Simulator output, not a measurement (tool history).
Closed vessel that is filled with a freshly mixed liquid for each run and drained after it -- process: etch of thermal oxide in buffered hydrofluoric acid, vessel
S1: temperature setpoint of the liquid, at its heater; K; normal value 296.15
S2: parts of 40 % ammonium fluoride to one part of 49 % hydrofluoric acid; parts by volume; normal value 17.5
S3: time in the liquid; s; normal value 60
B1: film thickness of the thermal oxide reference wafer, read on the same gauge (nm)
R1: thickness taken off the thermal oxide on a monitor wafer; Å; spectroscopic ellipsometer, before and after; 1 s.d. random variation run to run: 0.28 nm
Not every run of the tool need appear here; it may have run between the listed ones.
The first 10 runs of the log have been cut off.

run 11 hour=434.1 | S1=296.15 S2=17.5 S3=70 | B1=99.98 | R1=445.0
run 12 hour=487.5 | S1=296.15 S2=17.5 S3=60 | B1=99.99 | R1=386.7
run 13 hour=517.1 | S1=296.15 S2=21.0 S3=60 | B1=100.02 | R1=320.9
run 14 hour=546.7 | S1=296.15 S2=21.0 S3=60 | B1=100.00 | R1=320.2
run 15 hour=599.9 | S1=296.15 S2=17.5 S3=60 | B1=100.02 | R1=387.6
run 16 hour=634.4 | S1=294.15 S2=15.0 S3=75 | B1=99.99 | R1=494.1
run 17 hour=681.9 | S1=294.65 S2=17.5 S3=60 | B1=99.99 | R1=359.1
-- hour=716.1 thermometer replaced
run 18 hour=750.5 | S1=296.15 S2=17.5 S3=60 | B1=99.99 | R1=389.9
run 19 hour=800.8 | S1=296.15 S2=17.5 S3=80 | B1=100.01 | R1=514.1
-- hour=802.7 hydrofluoric acid flow meter replaced
run 20 hour=840.5 | S1=296.15 S2=13.0 S3=60 | B1=100.00 | R1=474.7
run 21 hour=873.7 | S1=296.15 S2=17.5 S3=60 | B1=100.01 | R1=362.5
run 22 hour=924.2 | S1=293.65 S2=20.0 S3=60 | B1=99.98 | R1=274.0
-- hour=951.0 gauge calibrated
run 23 hour=964.4 | S1=292.15 S2=12.0 S3=40 | B1=99.99 | R1=283.1
run 24 hour=1025.3 | S1=296.15 S2=17.5 S3=50 | B1=100.02 | R1=306.1
run 25 hour=1076.5 | S1=296.15 S2=17.5 S3=60 | B1=100.00 | R1=359.8
run 26 hour=1113.3 | S1=296.15 S2=17.5 S3=60 | B1=100.00 | R1=358.7
run 27 hour=1141.6 | S1=296.15 S2=12.5 S3=60 | B1=99.98 | R1=515.7
run 28 hour=1187.2 | S1=294.15 S2=20.5 S3=60 | B1=100.01 | R1=278.8
run 29 hour=1242.2 | S1=296.15 S2=17.5 S3=60 | B1=100.02 | R1=367.0
run 30 hour=1295.6 | S1=296.15 S2=20.0 S3=60 | B1=99.99 | R1=320.1
run 31 hour=1340.5 | S1=296.15 S2=19.5 S3=95 | B1=99.98 | R1=516.9
run 32 hour=1364.8 | S1=294.65 S2=22.5 S3=45 | B1=100.00 | R1=203.6

What if the next run were any one of these 5? Each begins from the tool's condition after run 32:
run A hour=1365.5 | S1=296.15 S2=17.5 S3=60 | B1=? | R1=?
run B hour=1365.5 | S1=301.15 S2=17.5 S3=45 | B1=? | R1=?
run C hour=1365.5 | S1=294.15 S2=20.0 S3=60 | B1=? | R1=?
run D hour=1365.5 | S1=299.15 S2=17.5 S3=85 | B1=? | R1=?
run E hour=1365.5 | S1=296.15 S2=14.5 S3=60 | B1=? | R1=?

run=A B1=100.01 R1=368.5
run=B B1=100.01 R1=362.3
run=C B1=100.01 R1=289.1
run=D B1=100.01 R1=614.7
run=E B1=100.01 R1=443.3
Without the tool's unlogged condition, the same runs would have read:
run=A R1=358.9
run=B R1=352.9
run=C R1=281.6
run=D R1=598.7
run=E R1=431.8
